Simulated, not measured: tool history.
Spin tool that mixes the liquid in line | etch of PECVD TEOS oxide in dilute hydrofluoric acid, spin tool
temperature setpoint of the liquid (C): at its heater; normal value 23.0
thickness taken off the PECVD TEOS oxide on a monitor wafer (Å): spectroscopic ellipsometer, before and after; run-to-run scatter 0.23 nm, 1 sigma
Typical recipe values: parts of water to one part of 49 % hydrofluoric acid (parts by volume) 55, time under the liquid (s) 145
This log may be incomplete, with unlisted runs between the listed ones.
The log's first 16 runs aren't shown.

run    hour  temperature setpoint of the liquid (C)  parts of water to one part of 49 % hydrofluoric acid (parts by volume)  time under the liquid (s)  wafers since the last listed run  hours since the thermometer was replaced  hours since the hydrofluoric acid flow meter was replaced  hours since the gauge calibration  read-back film thickness of the PECVD TEOS oxide reference wafer, read on the same gauge (nm)  thickness taken off the PECVD TEOS oxide on a monitor wafer (Å)
 17   801.2                                    23.0                                                                      55                        145                               407                                     277.0                                                      178.9                              535.0                                                                                         120.01                                                            411.1
 18   833.2                                    23.0                                                                      55                        145                               252                                     309.0                                                      210.9                              567.0                                                                                         119.99                                                            414.1
 19   867.2                                    23.0                                                                      40                        145                               268                                     343.0                                                      244.9                              601.0                                                                                         120.00                                                            579.4
 20   895.5                                    23.0                                                                      55                        145                               223                                     371.3                                                      273.2                              629.3                                                                                         120.00                                                            415.0
 21   947.8                                    19.0                                                                      75                        200                               413                                     423.6                                                      325.5                              681.6                                                                                         120.01                                                            346.7
 22  1103.2                                    23.0                                                                      70                         70                              1227                                     579.0                                                      480.9                              837.0                                                                                         120.02                                                            152.7
 23  1141.5                                    23.0                                                                      55                        145                               302                                     617.3                                                      519.2                              875.3                                                                                         120.03                                                            414.2
 24  1204.4                                    23.0                                                                      55                        145                               496                                     680.2                                                      582.1                              938.2                                                                                         120.00                                                            417.7
 25  1242.6                                    23.0                                                                      25                        115                               301                                     718.4                                                      620.3                              976.4                                                                                         120.01                                                            752.0
 26  1299.7                                    23.0                                                                      45                         85                               451                                     775.5                                                      677.4                             1033.5                                                                                         120.00                                                            303.2
 27  1348.5                                    23.0                                                                      55                        145                               385                                     824.3                                                      726.2                             1082.3                                                                                         120.00                                                            420.4
 28  1406.3                                    23.0                                                                      85                        110                               456                                     882.1                                                      784.0                             1140.1                                                                                         119.98                                                            198.1
 29  1464.3                                    23.0                                                                      80                         65                               458                                     940.1                                                      842.0                             1198.1                                                                                         119.98                                                            125.5
 30  1505.2                                    25.5                                                                      55                        145                               323                                     981.0                                                      882.9                             1239.0                                                                                         120.00                                                            465.9

Run 31, settings as shown, results not yet in. Your forecast:
 31  1545.9                                    19.5                                                                      45                        145                               321                                    1021.7                                                      923.6                             1279.7                                                                                              ?                                                                ?

Run 31 yielded read-back film thickness of the PECVD TEOS oxide reference wafer, read on the same gauge (nm) 120.01, thickness taken off the PECVD TEOS oxide on a monitor wafer (Å) 454.8.
Had the tool carried no hidden state, the very same run would have given thickness taken off the PECVD TEOS oxide on a monitor wafer (Å) 436.3.

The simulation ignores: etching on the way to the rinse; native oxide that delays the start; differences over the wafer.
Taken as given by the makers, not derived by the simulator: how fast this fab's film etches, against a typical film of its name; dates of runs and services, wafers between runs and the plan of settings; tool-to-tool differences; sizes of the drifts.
